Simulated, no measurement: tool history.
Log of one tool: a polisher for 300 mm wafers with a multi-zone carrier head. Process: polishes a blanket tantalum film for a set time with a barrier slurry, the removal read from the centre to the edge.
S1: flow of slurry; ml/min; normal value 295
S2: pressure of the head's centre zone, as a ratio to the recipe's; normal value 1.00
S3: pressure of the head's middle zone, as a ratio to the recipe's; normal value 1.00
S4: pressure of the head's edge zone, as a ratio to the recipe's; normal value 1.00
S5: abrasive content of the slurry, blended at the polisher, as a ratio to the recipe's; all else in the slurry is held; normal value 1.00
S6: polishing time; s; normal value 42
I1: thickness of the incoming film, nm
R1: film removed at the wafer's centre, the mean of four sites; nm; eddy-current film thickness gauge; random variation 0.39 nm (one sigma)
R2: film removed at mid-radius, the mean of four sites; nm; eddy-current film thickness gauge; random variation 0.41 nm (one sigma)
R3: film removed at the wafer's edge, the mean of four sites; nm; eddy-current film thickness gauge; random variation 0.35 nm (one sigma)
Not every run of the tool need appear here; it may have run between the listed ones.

| run | day | S1 | S2 | S3 | S4 | S5 | S6 | I1 | R1 | R2 | R3 |
|---|---|---|---|---|---|---|---|---|---|---|---|
| 1 | 0.000 | 295 | 1.00 | 1.00 | 1.00 | 0.85 | 33 | 414.0 | 27.1 | 25.8 | 27.1 |
| 2 | 0.425 | 295 | 1.00 | 1.00 | 1.00 | 1.00 | 42 | 408.9 | 35.6 | 34.5 | 36.9 |
| 3 | 1.083 | 295 | 1.00 | 1.00 | 1.00 | 1.00 | 42 | 401.5 | 35.5 | 34.2 | 36.2 |
| 4 | 1.592 | 295 | 1.00 | 1.00 | 1.00 | 1.00 | 42 | 405.1 | 34.7 | 33.5 | 35.6 |
| 5 | 2.308 | 295 | 1.00 | 1.07 | 1.00 | 1.25 | 42 | 409.0 | 37.9 | 37.5 | 36.8 |
|  | 2.546 | worn pad replaced by a new one |
| 6 | 2.821 | 295 | 1.00 | 1.00 | 0.88 | 0.75 | 27 | 411.2 | 21.2 | 20.1 | 20.4 |
|  | 3.492 | slurry nozzle cleaned |
| 7 | 3.567 | 295 | 1.00 | 1.00 | 1.00 | 1.00 | 42 | 402.6 | 36.6 | 35.7 | 37.0 |
| 8 | 4.250 | 205 | 1.12 | 1.00 | 0.96 | 1.00 | 42 | 414.0 | 40.1 | 34.1 | 35.7 |
| 9 | 4.896 | 230 | 1.00 | 0.94 | 0.97 | 1.00 | 30 | 413.1 | 25.0 | 23.9 | 25.7 |
| 10 | 5.358 | 255 | 1.00 | 1.00 | 1.00 | 1.00 | 42 | 417.7 | 36.2 | 34.6 | 36.3 |
| 11 | 5.688 | 370 | 1.00 | 1.00 | 1.00 | 0.80 | 42 | 414.1 | 33.2 | 32.7 | 33.7 |
| 12 | 6.329 | 335 | 1.00 | 1.00 | 1.00 | 1.00 | 42 | 409.0 | 36.2 | 34.6 | 36.0 |
|  | 6.767 | edge zone pressure recalibrated |
|  | 7.112 | worn pad replaced by a new one |
| 13 | 8.546 | 250 | 1.09 | 1.00 | 0.96 | 1.00 | 37 | 407.1 | 34.3 | 30.2 | 32.0 |

For run 14, what comes out?
|  | 9.379 | carrier head's membrane replaced by a new one |
| 14 | 9.400 | 250 | 1.09 | 1.00 | 0.96 | 1.00 | 37 | 415.1 | ? | ? | ? |

R1: 34.0 nm
R2: 30.5 nm
R3: 31.7 nm
Minus the tool's unlogged condition, the same run would have read R1 34.7 nm, R2 31.1 nm, R3 32.3 nm.

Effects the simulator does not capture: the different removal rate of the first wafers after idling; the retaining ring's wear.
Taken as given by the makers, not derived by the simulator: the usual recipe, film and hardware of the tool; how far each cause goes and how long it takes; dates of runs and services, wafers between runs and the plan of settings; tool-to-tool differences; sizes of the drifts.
